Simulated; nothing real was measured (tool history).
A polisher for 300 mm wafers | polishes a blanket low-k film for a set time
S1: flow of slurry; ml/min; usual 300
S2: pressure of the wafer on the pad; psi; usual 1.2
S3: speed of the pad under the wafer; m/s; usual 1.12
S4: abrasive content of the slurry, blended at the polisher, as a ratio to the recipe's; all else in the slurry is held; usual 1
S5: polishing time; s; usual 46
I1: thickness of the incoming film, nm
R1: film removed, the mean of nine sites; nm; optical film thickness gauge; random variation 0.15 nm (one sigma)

run     day   S1   S2    S3    S4  S5     I1    R1
  1       0  300  1.2  1.12     1  38  619.2   8.5
  2   0.625  300  1.2  1.12     1  38  608.8   8.5
  3   1.346  300  1.2  1.12     1  46  615.9  10.3
      1.729  -- worn pad replaced by a new one
  4    1.75  300  1.1  1.12     1  46    626   9.4
      2.096  -- head pressure recalibrated
      2.233  -- slurry nozzle cleaned
  5   2.296  300  1.1  1.12     1  46  626.9   9.3
  6   2.862  300  1.1  1.12     1  46  614.9   9.4
      3.562  -- slurry blender recalibrated
  7   3.608  300  1.2  1.12  0.75  35  616.9   5.5
  8   4.025  300  1.2  1.12  1.15  46  615.3   9.9
  9     4.3  300    1  0.98     1  54  621.2   7.9
 10   4.712  300  0.9  1.48     1  56  622.4  10.2
      4.967  -- conditioning disc replaced and pad reconditioned
 11   4.996  235  1.3  0.84     1  32  624.7   5.3
      5.412  -- worn pad replaced by a new one
 12   5.433  300  1.2  1.12     1  46  614.8   8.9
 13   5.717  235  1.6  1.12   0.7  55  617.4  10.3
 14   6.129  380  1.6  1.46     1  46  625.5    15
      6.425  -- slurry blender recalibrated, repeated, since the last time left the tool worse
 15   6.738  300  1.2  1.12     1  46  626.4  10.6
 16   7.479  300  1.6  1.12  0.75  46  626.4  11.6
 17   8.088  205  1.5  1.12     1  60  610.3  16.7
 18   8.708  300  1.2  1.12     1  46  609.1  10.8
 19   9.121  300  1.2  1.12   0.8  41  618.4   8.2
      9.388  -- conditioning disc replaced and pad reconditioned
      9.938  -- worn pad replaced by a new one
 20   9.958  300  1.5  1.28  1.25  46  633.8  17.1
 21  10.217  300  1.5  1.12     1  54  623.8  15.9
 22  10.579  300  1.2  1.12   0.8  46    612   9.3
 23  11.042  330  1.2  1.12     1  38  611.1   8.8
 24  11.662  240  1.2  1.24   1.2  46    632  12.7
 25   12.25  300  1.2  1.12  1.15  46  628.2  11.5
 26  12.983  300  1.5  1.12   1.1  46  623.5    14
 27  13.367  300  1.2  1.12     1  46  620.5  10.5

Forecast each of these 3 alternatives for the next run:
  A  13.383  300  1.2  1.12    1  46  616.8   ?
  B  13.383  300  1.1  1.12  1.1  46  616.8   ?
  C  13.383  300  1.5  1.12    1  46  616.8   ?

run    R1
  A  10.6
  B  10.3
  C  13.3
Without the tool's hidden state the same runs would have given:
run    R1
  A  10.8
  B  10.4
  C  13.5

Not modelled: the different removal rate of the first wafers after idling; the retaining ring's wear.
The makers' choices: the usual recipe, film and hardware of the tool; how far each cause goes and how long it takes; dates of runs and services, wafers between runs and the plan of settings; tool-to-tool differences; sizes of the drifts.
